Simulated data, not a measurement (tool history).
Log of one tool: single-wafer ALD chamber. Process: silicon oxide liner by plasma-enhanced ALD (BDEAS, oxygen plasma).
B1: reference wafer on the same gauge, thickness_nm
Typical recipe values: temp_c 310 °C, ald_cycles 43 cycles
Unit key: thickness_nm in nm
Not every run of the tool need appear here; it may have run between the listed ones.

Run 1, day 0.000: usual settings; B1 4.870. Result: thickness_nm 4.571 nm.
Run 2, day 0.754: usual settings; B1 4.871. Result: thickness_nm 4.568 nm.
Run 3, day 1.462: usual settings; B1 4.871. Result: thickness_nm 4.564 nm.
Run 4, day 2.312: usual settings; B1 4.870. Result: thickness_nm 4.558 nm.
Run 5, day 2.812: usual settings; B1 4.869. Result: thickness_nm 4.548 nm.
Run 6, day 4.029: usual settings; B1 4.869. Result: thickness_nm 4.547 nm.
Run 7, day 5.267: usual settings but temp_c 320 °C, ald_cycles 41 cycles; B1 4.867. Result: thickness_nm 4.286 nm.
Run 8, day 6.192: usual settings but temp_c 320 °C, ald_cycles 41 cycles; B1 4.868. Result: thickness_nm 4.250 nm.
Run 9, day 7.071: usual settings; B1 4.868. Result: thickness_nm 4.549 nm.
Run 10, day 8.054: usual settings; B1 4.870. Result: thickness_nm 4.552 nm.
Run 11, day 9.417: usual settings; B1 4.868. Result: thickness_nm 4.564 nm.
Run 12, day 10.121: usual settings; B1 4.871. Result: thickness_nm 4.554 nm.
Run 13, day 11.012: usual settings; B1 4.872. Result: thickness_nm 4.559 nm.
Run 14, day 11.788: usual settings; B1 4.868. Result: thickness_nm 4.546 nm.
Run 15, day 12.650: usual settings; B1 4.870. Result: thickness_nm 4.557 nm.
At day 13.592: gauge calibrated.
Run 16, day 13.738: usual settings but temp_c 303 °C; B1 4.870. Result: thickness_nm 4.595 nm.
Run 17, day 14.788: usual settings; B1 4.872. Result: thickness_nm 4.572 nm.
Run 18, day 15.604: usual settings but temp_c 297 °C, ald_cycles 36 cycles; B1 4.871. Result: thickness_nm 3.940 nm.
At day 16.512: thermocouple changed; heater temperature recalibrated.
Run 19, day 16.533: usual settings but ald_cycles 39 cycles; B1 4.869. Result: thickness_nm 4.141 nm.
Run 20, day 17.450: usual settings but temp_c 322 °C, ald_cycles 46 cycles; B1 4.869. Result: thickness_nm 4.773 nm.
Run 21, day 18.600: usual settings but temp_c 320 °C, ald_cycles 50 cycles; B1 4.871. Result: thickness_nm 5.229 nm.
Run 22, day 20.075: usual settings but temp_c 319 °C, ald_cycles 37 cycles; B1 4.870. Result: thickness_nm 3.870 nm.
Run 23, day 21.421: usual settings but temp_c 314 °C, ald_cycles 35 cycles; B1 4.871. Result: thickness_nm 3.680 nm.
Run 24, day 22.104: usual settings; B1 4.870. Result: thickness_nm 4.571 nm.
Run 25, day 22.825: usual settings but temp_c 303 °C, ald_cycles 46 cycles; B1 4.871. Result: thickness_nm 4.936 nm.
Run 26, day 24.033: usual settings but temp_c 324 °C, ald_cycles 48 cycles; B1 4.871. Result: thickness_nm 4.967 nm.
Run 27, day 25.471: usual settings; B1 4.870. Result: thickness_nm 4.540 nm.
Run 28, day 26.483: usual settings; B1 4.868. Result: thickness_nm 4.578 nm.
Run 29, day 27.258: usual settings but temp_c 323 °C, ald_cycles 49 cycles; B1 4.870. Result: thickness_nm 5.062 nm.
Run 30, day 28.521: usual settings but temp_c 322 °C, ald_cycles 45 cycles; B1 4.871. Result: thickness_nm 4.687 nm.
Run 31, day 29.862: usual settings but temp_c 317 °C, ald_cycles 38 cycles; B1 4.871. Result: thickness_nm 3.981 nm.

Expected results for the next run?
Run 32, day 30.662: usual settings but temp_c 321 °C, ald_cycles 50 cycles; B1 ?. Result: thickness_nm ?.

{"run 32": {"B1": 4.869, "thickness_nm": 5.196}}
Were there no unlogged condition in the tool, this run, its random variation unchanged, would have produced thickness_nm 5.196 nm.

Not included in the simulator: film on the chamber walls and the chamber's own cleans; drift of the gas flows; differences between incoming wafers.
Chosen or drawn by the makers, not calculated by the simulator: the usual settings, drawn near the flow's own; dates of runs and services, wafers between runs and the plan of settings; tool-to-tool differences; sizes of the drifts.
